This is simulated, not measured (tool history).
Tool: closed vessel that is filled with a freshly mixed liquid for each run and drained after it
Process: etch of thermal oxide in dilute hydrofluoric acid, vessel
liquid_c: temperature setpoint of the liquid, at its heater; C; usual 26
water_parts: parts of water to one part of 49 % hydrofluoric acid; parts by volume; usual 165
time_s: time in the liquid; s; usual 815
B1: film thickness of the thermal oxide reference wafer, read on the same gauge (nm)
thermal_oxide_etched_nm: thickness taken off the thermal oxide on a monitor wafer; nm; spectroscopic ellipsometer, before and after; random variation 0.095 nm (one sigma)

run 1 hour=0 | liquid_c=23 water_parts=165 time_s=815 | B1=59.99 | thermal_oxide_etched_nm=25.33
run 2 hour=17.3 | liquid_c=26 water_parts=165 time_s=815 | B1=59.98 | thermal_oxide_etched_nm=28.29
run 3 hour=30 | liquid_c=26 water_parts=165 time_s=815 | B1=60.01 | thermal_oxide_etched_nm=28.22
run 4 hour=43.1 | liquid_c=24.5 water_parts=165 time_s=815 | B1=60 | thermal_oxide_etched_nm=26.87
run 5 hour=58.2 | liquid_c=24.5 water_parts=165 time_s=815 | B1=60.01 | thermal_oxide_etched_nm=26.74
-- hour=70.8 hydrofluoric acid flow meter replaced
run 6 hour=75.3 | liquid_c=24.5 water_parts=165 time_s=815 | B1=60.01 | thermal_oxide_etched_nm=26.81
run 7 hour=87.6 | liquid_c=26 water_parts=165 time_s=815 | B1=59.99 | thermal_oxide_etched_nm=28.39
run 8 hour=104.4 | liquid_c=26 water_parts=165 time_s=815 | B1=59.99 | thermal_oxide_etched_nm=28.27
run 9 hour=116.4 | liquid_c=26 water_parts=165 time_s=1025 | B1=60.01 | thermal_oxide_etched_nm=35.75
-- hour=123.5 gauge calibrated
run 10 hour=124.3 | liquid_c=22 water_parts=135 time_s=1115 | B1=59.99 | thermal_oxide_etched_nm=42.45
run 11 hour=136.1 | liquid_c=23.5 water_parts=115 time_s=1130 | B1=60 | thermal_oxide_etched_nm=54.77
run 12 hour=146.5 | liquid_c=22.5 water_parts=235 time_s=465 | B1=60.01 | thermal_oxide_etched_nm=9.26
run 13 hour=161.6 | liquid_c=26 water_parts=165 time_s=515 | B1=60 | thermal_oxide_etched_nm=18.05
run 14 hour=173.9 | liquid_c=26 water_parts=165 time_s=815 | B1=60 | thermal_oxide_etched_nm=28.41
-- hour=185.7 thermometer replaced
run 15 hour=188.8 | liquid_c=26 water_parts=165 time_s=815 | B1=60 | thermal_oxide_etched_nm=26.29
run 16 hour=203.2 | liquid_c=26 water_parts=165 time_s=815 | B1=60 | thermal_oxide_etched_nm=26.37
run 17 hour=218.8 | liquid_c=31 water_parts=165 time_s=815 | B1=60.03 | thermal_oxide_etched_nm=31.59
run 18 hour=235.7 | liquid_c=31 water_parts=235 time_s=680 | B1=60.01 | thermal_oxide_etched_nm=17.09

The same runs without the tool's hidden state, with the same run-to-run variation:
The hidden state here: liquid hotter than its thermometer reads (K); hydrofluoric acid flow below the setpoint (%); gauge reads high (%).
run=1 thermal_oxide_etched_nm=23.32
run=2 thermal_oxide_etched_nm=26.07
run=3 thermal_oxide_etched_nm=25.99
run=4 thermal_oxide_etched_nm=24.69
run=5 thermal_oxide_etched_nm=24.54
run=6 thermal_oxide_etched_nm=24.57
run=7 thermal_oxide_etched_nm=26.02
run=8 thermal_oxide_etched_nm=25.88
run=9 thermal_oxide_etched_nm=32.7
run=10 thermal_oxide_etched_nm=38.59
run=11 thermal_oxide_etched_nm=49.74
run=12 thermal_oxide_etched_nm=8.46
run=13 thermal_oxide_etched_nm=16.45
run=14 thermal_oxide_etched_nm=25.87
run=15 thermal_oxide_etched_nm=25.95
run=16 thermal_oxide_etched_nm=26
run=17 thermal_oxide_etched_nm=31.14
run=18 thermal_oxide_etched_nm=16.84
